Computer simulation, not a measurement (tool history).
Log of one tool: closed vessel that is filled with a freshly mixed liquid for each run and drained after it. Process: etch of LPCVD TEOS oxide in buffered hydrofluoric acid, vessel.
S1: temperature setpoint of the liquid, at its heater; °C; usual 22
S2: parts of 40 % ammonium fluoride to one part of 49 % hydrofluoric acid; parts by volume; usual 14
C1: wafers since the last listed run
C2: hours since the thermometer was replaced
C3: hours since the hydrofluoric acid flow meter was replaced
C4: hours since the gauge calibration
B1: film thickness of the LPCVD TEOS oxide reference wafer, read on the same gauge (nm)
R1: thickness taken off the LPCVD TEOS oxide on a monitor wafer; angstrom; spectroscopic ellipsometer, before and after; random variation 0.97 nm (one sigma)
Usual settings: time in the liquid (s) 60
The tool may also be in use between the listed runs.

{"run": 1, "hour": 0.0, "S1": 22, "S2": 14, "time in the liquid (s)": 60, "C1": 0, "C2": 1072.2, "C3": 1014.3, "C4": 654, "B1": 30.01, "R1": 1391.6}
{"run": 2, "hour": 36.2, "S1": 22, "S2": 14, "time in the liquid (s)": 60, "C1": 3803, "C2": 1108.4, "C3": 1050.5, "C4": 690.2, "B1": 30, "R1": 1400.3}
{"hour": 42.5, "done": "gauge calibrated"}
{"run": 3, "hour": 66.4, "S1": 22, "S2": 14, "time in the liquid (s)": 60, "C1": 3173, "C2": 1138.6, "C3": 1080.7, "C4": 23.9, "B1": 30, "R1": 1373.1}
{"run": 4, "hour": 138.2, "S1": 22, "S2": 14, "time in the liquid (s)": 60, "C1": 7544, "C2": 1210.4, "C3": 1152.5, "C4": 95.7, "B1": 30.01, "R1": 1398.2}
{"run": 5, "hour": 176.3, "S1": 22, "S2": 14, "time in the liquid (s)": 60, "C1": 4003, "C2": 1248.5, "C3": 1190.6, "C4": 133.8, "B1": 29.99, "R1": 1388.5}
{"run": 6, "hour": 210.2, "S1": 22, "S2": 14, "time in the liquid (s)": 60, "C1": 3562, "C2": 1282.4, "C3": 1224.5, "C4": 167.7, "B1": 30, "R1": 1377.7}
{"run": 7, "hour": 252.0, "S1": 22, "S2": 16.5, "time in the liquid (s)": 60, "C1": 4392, "C2": 1324.2, "C3": 1266.3, "C4": 209.5, "B1": 29.99, "R1": 1184.2}
{"run": 8, "hour": 302.6, "S1": 22, "S2": 16.5, "time in the liquid (s)": 60, "C1": 5317, "C2": 1374.8, "C3": 1316.9, "C4": 260.1, "B1": 29.99, "R1": 1170.8}
{"run": 9, "hour": 348.3, "S1": 22, "S2": 16.5, "time in the liquid (s)": 60, "C1": 4802, "C2": 1420.5, "C3": 1362.6, "C4": 305.8, "B1": 30.01, "R1": 1152.6}
{"run": 10, "hour": 374.4, "S1": 21, "S2": 14, "time in the liquid (s)": 60, "C1": 2742, "C2": 1446.6, "C3": 1388.7, "C4": 331.9, "B1": 30, "R1": 1289.4}
{"run": 11, "hour": 422.4, "S1": 21, "S2": 14, "time in the liquid (s)": 60, "C1": 5043, "C2": 1494.6, "C3": 1436.7, "C4": 379.9, "B1": 30.01, "R1": 1281.4}
{"run": 12, "hour": 452.8, "S1": 21, "S2": 14, "time in the liquid (s)": 60, "C1": 3194, "C2": 1525, "C3": 1467.1, "C4": 410.3, "B1": 29.99, "R1": 1281.2}
{"run": 13, "hour": 499.5, "S1": 22, "S2": 14, "time in the liquid (s)": 60, "C1": 4907, "C2": 1571.7, "C3": 1513.8, "C4": 457, "B1": 29.97, "R1": 1353.1}
{"run": 14, "hour": 548.4, "S1": 22, "S2": 14, "time in the liquid (s)": 60, "C1": 5138, "C2": 1620.6, "C3": 1562.7, "C4": 505.9, "B1": 29.99, "R1": 1346.2}
{"run": 15, "hour": 578.8, "S1": 18.5, "S2": 14, "time in the liquid (s)": 60, "C1": 3194, "C2": 1651, "C3": 1593.1, "C4": 536.3, "B1": 30, "R1": 1098.2}
{"run": 16, "hour": 640.8, "S1": 22, "S2": 16.5, "time in the liquid (s)": 60, "C1": 6514, "C2": 1713, "C3": 1655.1, "C4": 598.3, "B1": 30.02, "R1": 1144.8}
{"run": 17, "hour": 710.3, "S1": 22, "S2": 10.5, "time in the liquid (s)": 95, "C1": 7303, "C2": 1782.5, "C3": 1724.6, "C4": 667.8, "B1": 30.01, "R1": 2782.7}
{"hour": 713.5, "done": "gauge calibrated"}
{"run": 18, "hour": 757.9, "S1": 22, "S2": 14, "time in the liquid (s)": 45, "C1": 5001, "C2": 1830.1, "C3": 1772.2, "C4": 44.4, "B1": 30.01, "R1": 995.9}
{"run": 19, "hour": 824.1, "S1": 17.5, "S2": 18, "time in the liquid (s)": 45, "C1": 6956, "C2": 1896.3, "C3": 1838.4, "C4": 110.6, "B1": 29.99, "R1": 600.6}
{"run": 20, "hour": 853.4, "S1": 21, "S2": 14, "time in the liquid (s)": 60, "C1": 3078, "C2": 1925.6, "C3": 1867.7, "C4": 139.9, "B1": 30.01, "R1": 1231.7}
{"hour": 866.7, "done": "hydrofluoric acid flow meter replaced"}
{"run": 21, "hour": 880.8, "S1": 19.5, "S2": 14, "time in the liquid (s)": 75, "C1": 2774, "C2": 1953, "C3": 14.1, "C4": 167.3, "B1": 30.01, "R1": 1624.5}
{"run": 22, "hour": 907.6, "S1": 19, "S2": 11.5, "time in the liquid (s)": 30, "C1": 2816, "C2": 1979.8, "C3": 40.9, "C4": 194.1, "B1": 30.01, "R1": 759.1}
{"hour": 936.5, "done": "thermometer replaced"}
{"run": 23, "hour": 971.8, "S1": 22, "S2": 14, "time in the liquid (s)": 60, "C1": 6641, "C2": 35.3, "C3": 105.1, "C4": 258.3, "B1": 29.99, "R1": 1462.4}
{"run": 24, "hour": 1001.3, "S1": 22, "S2": 14, "time in the liquid (s)": 60, "C1": 3099, "C2": 64.8, "C3": 134.6, "C4": 287.8, "B1": 30, "R1": 1469.6}
{"run": 25, "hour": 1070.5, "S1": 24.5, "S2": 11.5, "time in the liquid (s)": 40, "C1": 7271, "C2": 134, "C3": 203.8, "C4": 357, "B1": 30, "R1": 1361.4}
{"run": 26, "hour": 1094.8, "S1": 22, "S2": 14, "time in the liquid (s)": 60, "C1": 2553, "C2": 158.3, "C3": 228.1, "C4": 381.3, "B1": 30.01, "R1": 1466.1}
{"run": 27, "hour": 1132.3, "S1": 22, "S2": 14, "time in the liquid (s)": 60, "C1": 3940, "C2": 195.8, "C3": 265.6, "C4": 418.8, "B1": 30.01, "R1": 1457.5}
{"run": 28, "hour": 1190.6, "S1": 22, "S2": 12, "time in the liquid (s)": 35, "C1": 6126, "C2": 254.1, "C3": 323.9, "C4": 477.1, "B1": 30.01, "R1": 975.8}

Hidden state or all else? Some run-to-run changes of R1, split into what the settings, what came in and random variation would give without the hidden state, and what is left for the hidden state (with any gauge scatter that isn't in both results):
The hidden state here: liquid hotter than its thermometer reads (K); hydrofluoric acid flow below the setpoint (%); gauge reads high (%).
Run 16 -> 17: S2 16.5 -> 10.5, time in the liquid (s) 60 -> 95. R1 +1637.9 angstrom: hidden state -232.6, all else +1870.5.
Run 17 -> 18: S2 10.5 -> 14, time in the liquid (s) 95 -> 45, gauge calibrated. R1 -1786.8 angstrom: hidden state +243.4, all else -2030.2.
